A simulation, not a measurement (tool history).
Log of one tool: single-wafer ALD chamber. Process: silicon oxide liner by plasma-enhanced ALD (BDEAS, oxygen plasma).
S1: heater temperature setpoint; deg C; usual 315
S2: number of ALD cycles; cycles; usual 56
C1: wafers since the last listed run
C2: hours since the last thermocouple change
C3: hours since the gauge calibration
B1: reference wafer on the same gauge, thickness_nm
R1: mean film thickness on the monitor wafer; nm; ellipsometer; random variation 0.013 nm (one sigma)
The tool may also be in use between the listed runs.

run	day	S1	S2	C1	C2	C3	B1	R1
1	0.000	315	56	0	948.4	326.9	4.745	5.175
2	2.429	315	56	235	1006.7	385.2	4.741	5.169
# day 2.867: gauge calibrated
3	8.033	315	56	543	1141.2	124.0	4.757	5.181
4	9.542	315	56	146	1177.4	160.2	4.750	5.190
5	11.075	315	56	148	1214.2	197.0	4.744	5.186
6	14.033	315	56	286	1285.2	268.0	4.737	5.152
7	16.733	315	56	261	1350.0	332.8	4.730	5.138
# day 17.454: thermocouple changed; heater temperature recalibrated
8	18.000	308	56	90	13.1	363.2	4.728	5.195

Forecast run 9:
# day 20.717: gauge calibrated
9	20.833	325	51	274	81.1	2.8	?	?

Run 9 gave B1 4.804, R1 4.715 nm.
Without the tool's hidden state the same run would have given R1 4.723 nm.
